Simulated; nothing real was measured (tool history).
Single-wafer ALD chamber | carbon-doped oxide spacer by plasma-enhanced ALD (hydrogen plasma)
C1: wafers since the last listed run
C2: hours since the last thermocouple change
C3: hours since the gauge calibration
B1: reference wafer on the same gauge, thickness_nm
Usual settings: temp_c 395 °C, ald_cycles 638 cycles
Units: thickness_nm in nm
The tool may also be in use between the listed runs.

run 1 day=0 | temp_c=395 ald_cycles=580 | C1=0 C2=937 C3=32.6 | B1=38.751 | thickness_nm=30.276
run 2 day=0.329 | temp_c=395 ald_cycles=580 | C1=6 C2=944.9 C3=40.5 | B1=38.768 | thickness_nm=30.31
run 3 day=1.004 | temp_c=388 ald_cycles=638 | C1=12 C2=961.1 C3=56.7 | B1=38.806 | thickness_nm=33.326
run 4 day=2.867 | temp_c=383 ald_cycles=638 | C1=35 C2=1005.8 C3=101.4 | B1=38.9 | thickness_nm=33.549
run 5 day=3.5 | temp_c=383 ald_cycles=638 | C1=12 C2=1021 C3=116.6 | B1=38.879 | thickness_nm=33.455
run 6 day=3.958 | temp_c=395 ald_cycles=638 | C1=8 C2=1032 C3=127.6 | B1=38.957 | thickness_nm=33.397
run 7 day=4.688 | temp_c=395 ald_cycles=638 | C1=13 C2=1049.5 C3=145.1 | B1=38.918 | thickness_nm=33.549
run 8 day=5.367 | temp_c=395 ald_cycles=638 | C1=12 C2=1065.8 C3=161.4 | B1=38.984 | thickness_nm=33.571
run 9 day=6 | temp_c=395 ald_cycles=638 | C1=12 C2=1081 C3=176.6 | B1=38.997 | thickness_nm=33.51

Forecast run 10:
-- day=6.796 thermocouple changed; heater temperature recalibrated
run 10 day=6.817 | temp_c=400 ald_cycles=683 | C1=9 C2=0.5 C3=196.2 | B1=? | thickness_nm=?

Run 10 gave B1 39.026, thickness_nm 35.842 nm.
Without the tool's hidden state the same run would have given thickness_nm 35.556 nm.

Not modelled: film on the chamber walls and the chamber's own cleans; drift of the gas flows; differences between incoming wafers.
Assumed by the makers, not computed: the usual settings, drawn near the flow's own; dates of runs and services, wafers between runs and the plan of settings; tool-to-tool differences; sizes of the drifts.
